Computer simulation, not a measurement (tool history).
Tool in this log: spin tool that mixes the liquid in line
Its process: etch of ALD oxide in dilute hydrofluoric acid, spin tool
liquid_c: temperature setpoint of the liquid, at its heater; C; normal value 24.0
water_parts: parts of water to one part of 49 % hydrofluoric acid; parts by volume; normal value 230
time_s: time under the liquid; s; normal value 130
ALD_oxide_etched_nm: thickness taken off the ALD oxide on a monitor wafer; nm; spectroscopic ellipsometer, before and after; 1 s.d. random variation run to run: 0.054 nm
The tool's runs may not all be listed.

run,day,liquid_c,water_parts,time_s,"read-back film thickness of the ALD oxide reference wafer, read on the same gauge (nm)",ALD_oxide_etched_nm
1,0.000,24.0,195,130,130.01,17.63
2,1.271,24.0,230,75,130.01,8.15
3,3.746,24.0,230,75,129.98,8.17
4,6.554,24.0,230,75,130.00,8.17
5,9.504,24.0,175,130,129.99,19.73
# day 10.392: gauge calibrated
# day 11.112: thermometer replaced
6,11.133,24.0,175,130,130.04,20.09
7,13.850,24.0,230,130,130.01,14.40
8,15.546,24.0,230,130,130.00,14.33
# day 17.175: hydrofluoric acid flow meter replaced
9,17.196,20.0,300,130,129.98,9.73
10,20.088,24.0,230,165,129.99,19.69
11,22.112,26.0,310,70,130.02,6.08
12,24.700,24.0,230,130,130.01,15.33
13,26.325,21.0,265,130,130.02,11.53
14,29.275,24.0,230,80,129.99,9.36

A few steps of ALD_oxide_etched_nm between consecutive runs. Split each: what settings, incoming material and random variation would produce without the hidden state, and what is left over for the hidden state, along with gauge scatter present in only one of the two compared results (measured, and without hidden state):
Hidden state present: liquid colder than its thermometer reads (K); hydrofluoric acid flow below the setpoint (%); gauge reads high (%).
Run 4 -> 5: water_parts 230 -> 175, time_s 75 -> 130. ALD_oxide_etched_nm +11.56 nm: hidden state -1.49, all else +13.05.
Run 10 -> 11: liquid_c 24.0 -> 26.0, water_parts 230 -> 310, time_s 165 -> 70. ALD_oxide_etched_nm -13.61 nm: hidden state +0.23, all else -13.84.
